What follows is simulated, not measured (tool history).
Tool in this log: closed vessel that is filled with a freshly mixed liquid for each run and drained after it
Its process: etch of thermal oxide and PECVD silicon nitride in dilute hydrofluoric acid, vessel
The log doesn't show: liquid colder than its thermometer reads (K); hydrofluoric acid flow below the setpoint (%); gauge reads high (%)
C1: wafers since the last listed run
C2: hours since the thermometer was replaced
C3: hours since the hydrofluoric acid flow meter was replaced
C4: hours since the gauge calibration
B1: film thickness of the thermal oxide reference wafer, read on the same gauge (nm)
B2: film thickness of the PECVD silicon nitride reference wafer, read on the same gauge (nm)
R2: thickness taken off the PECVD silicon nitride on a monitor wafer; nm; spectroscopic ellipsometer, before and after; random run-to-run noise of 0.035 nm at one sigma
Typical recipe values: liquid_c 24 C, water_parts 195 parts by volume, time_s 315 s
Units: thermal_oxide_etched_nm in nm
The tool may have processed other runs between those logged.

Run 1, hour 0: usual settings; C1 0; C2 818.7; C3 302.5; C4 1931.6; B1 150; B2 99.99. Result: thermal_oxide_etched_nm 6.8 nm, R2 9.25 nm.
At hour 37.8: thermometer replaced.
Run 2, hour 99.3: usual settings; C1 7970; C2 61.5; C3 401.8; C4 2030.9; B1 150.02; B2 100. Result: thermal_oxide_etched_nm 6.8 nm, R2 9.23 nm.
Run 3, hour 154.1: usual settings; C1 4443; C2 116.3; C3 456.6; C4 2085.7; B1 150.01; B2 99.96. Result: thermal_oxide_etched_nm 6.76 nm, R2 9.27 nm.
Run 4, hour 214.3: usual settings; C1 4880; C2 176.5; C3 516.8; C4 2145.9; B1 150; B2 99.95. Result: thermal_oxide_etched_nm 6.73 nm, R2 9.25 nm.
Run 5, hour 307: usual settings; C1 7516; C2 269.2; C3 609.5; C4 2238.6; B1 150.03; B2 99.97. Result: thermal_oxide_etched_nm 6.96 nm, R2 9.23 nm.
Run 6, hour 396: usual settings; C1 7216; C2 358.2; C3 698.5; C4 2327.6; B1 149.99; B2 99.99. Result: thermal_oxide_etched_nm 6.85 nm, R2 9.25 nm.
At hour 403.9: hydrofluoric acid flow meter replaced.
Run 7, hour 475.9: usual settings; C1 6397; C2 438.1; C3 72; C4 2407.5; B1 150.01; B2 100. Result: thermal_oxide_etched_nm 6.89 nm, R2 9.26 nm.
At hour 566.8: gauge calibrated.
Run 8, hour 574.5: usual settings but liquid_c 22 C, time_s 425 s; C1 7994; C2 536.7; C3 170.6; C4 7.7; B1 150.01; B2 99.99. Result: thermal_oxide_etched_nm 8.55 nm, R2 10.99 nm.
Run 9, hour 658.4: usual settings but time_s 135 s; C1 6802; C2 620.6; C3 254.5; C4 91.6; B1 150.01; B2 99.99. Result: thermal_oxide_etched_nm 2.98 nm, R2 3.98 nm.
Run 10, hour 755: usual settings; C1 7832; C2 717.2; C3 351.1; C4 188.2; B1 150; B2 99.98. Result: thermal_oxide_etched_nm 6.86 nm, R2 9.2 nm.
Run 11, hour 802.3: usual settings; C1 3835; C2 764.5; C3 398.4; C4 235.5; B1 149.97; B2 99.97. Result: thermal_oxide_etched_nm 6.88 nm, R2 9.27 nm.
Run 12, hour 899.6: usual settings; C1 7889; C2 861.8; C3 495.7; C4 332.8; B1 150.01; B2 99.97. Result: thermal_oxide_etched_nm 6.76 nm, R2 9.24 nm.
At hour 915.9: thermometer replaced.
Run 13, hour 953.5: usual settings but time_s 375 s; C1 4289; C2 37.6; C3 549.6; C4 386.7; B1 149.99; B2 100.02. Result: thermal_oxide_etched_nm 8.26 nm, R2 11.06 nm.
Run 14, hour 1008.4: usual settings but water_parts 225 parts by volume, time_s 135 s; C1 4451; C2 92.5; C3 604.5; C4 441.6; B1 149.99; B2 99.98. Result: thermal_oxide_etched_nm 2.47 nm, R2 3.44 nm.
At hour 1036.2: hydrofluoric acid flow meter replaced.
Run 15, hour 1046.6: usual settings but liquid_c 25.5 C, water_parts 245 parts by volume; C1 3016; C2 130.7; C3 10.4; C4 479.8; B1 150; B2 99.99. Result: thermal_oxide_etched_nm 5.46 nm, R2 8.09 nm.
Run 16, hour 1083.5: usual settings; C1 2991; C2 167.6; C3 47.3; C4 516.7; B1 149.98; B2 100.03. Result: thermal_oxide_etched_nm 6.75 nm, R2 9.24 nm.
Run 17, hour 1156.1: usual settings but water_parts 135 parts by volume, time_s 245 s; C1 5886; C2 240.2; C3 119.9; C4 589.3; B1 149.99; B2 99.99. Result: thermal_oxide_etched_nm 8.27 nm, R2 10.37 nm.
Run 18, hour 1361.1: usual settings but liquid_c 19.5 C, water_parts 260 parts by volume, time_s 210 s; C1 16621; C2 445.2; C3 324.9; C4 794.3; B1 150.01; B2 99.98. Result: thermal_oxide_etched_nm 2.74 nm, R2 3.48 nm.
Run 19, hour 1436.7: usual settings but water_parts 145 parts by volume; C1 6129; C2 520.8; C3 400.5; C4 869.9; B1 150.02; B2 99.96. Result: thermal_oxide_etched_nm 9.65 nm, R2 12.4 nm.
Run 20, hour 1519: usual settings but liquid_c 26 C, water_parts 255 parts by volume, time_s 165 s; C1 6672; C2 603.1; C3 482.8; C4 952.2; B1 150.01; B2 100. Result: thermal_oxide_etched_nm 2.73 nm, R2 4.19 nm.
Run 21, hour 1624: usual settings but liquid_c 19.5 C; C1 8513; C2 708.1; C3 587.8; C4 1057.2; B1 150.01; B2 100.01. Result: thermal_oxide_etched_nm 5.71 nm, R2 6.91 nm.
At hour 1684.6: hydrofluoric acid flow meter replaced.
Run 22, hour 1693.4: usual settings but liquid_c 22 C; C1 5545; C2 777.5; C3 8.8; C4 1126.6; B1 149.97; B2 100.03. Result: thermal_oxide_etched_nm 6.32 nm, R2 8.18 nm.
Run 23, hour 1773.2: usual settings but water_parts 115 parts by volume, time_s 475 s; C1 6470; C2 857.3; C3 88.6; C4 1206.4; B1 149.99; B2 100.01. Result: thermal_oxide_etched_nm 19.3 nm, R2 23.46 nm.
Run 24, hour 1816.9: usual settings but liquid_c 20 C; C1 3543; C2 901; C3 132.3; C4 1250.1; B1 150; B2 100. Result: thermal_oxide_etched_nm 5.93 nm, R2 7.19 nm.
At hour 1860.4: thermometer replaced.
Run 25, hour 1878.4: usual settings but water_parts 235 parts by volume, time_s 430 s; C1 4905; C2 18; C3 193.8; C4 1311.6; B1 150.03; B2 100. Result: thermal_oxide_etched_nm 7.53 nm, R2 10.51 nm.

4 ways to go on from here, each from the tool as it stands after run 25. What would each give?
Run A, hour 1879.1: usual settings but time_s 490 s; C1 56; C2 18.7; C3 194.5; C4 1312.3; B1 ?; B2 ?. Result: thermal_oxide_etched_nm ?, R2 ?.
Run B, hour 1879.1: usual settings but time_s 425 s; C1 56; C2 18.7; C3 194.5; C4 1312.3; B1 ?; B2 ?. Result: thermal_oxide_etched_nm ?, R2 ?.
Run C, hour 1879.1: usual settings but liquid_c 25.5 C, water_parts 150 parts by volume, time_s 480 s; C1 56; C2 18.7; C3 194.5; C4 1312.3; B1 ?; B2 ?. Result: thermal_oxide_etched_nm ?, R2 ?.
Run D, hour 1879.1: usual settings but liquid_c 20 C, water_parts 255 parts by volume, time_s 140 s; C1 56; C2 18.7; C3 194.5; C4 1312.3; B1 ?; B2 ?. Result: thermal_oxide_etched_nm ?, R2 ?.

run      B1     B2  thermal_oxide_etched_nm     R2
  A  150.02  99.99                    10.74  14.41
  B  150.02  99.99                     9.32   12.5
  C  150.02  99.99                    15.22  20.14
  D  150.02  99.99                      1.9   2.45
What these runs would have given with no unlogged condition in the tool:
run  thermal_oxide_etched_nm     R2
  A                    10.74  14.41
  B                     9.32   12.5
  C                    15.22  20.14
  D                      1.9   2.45
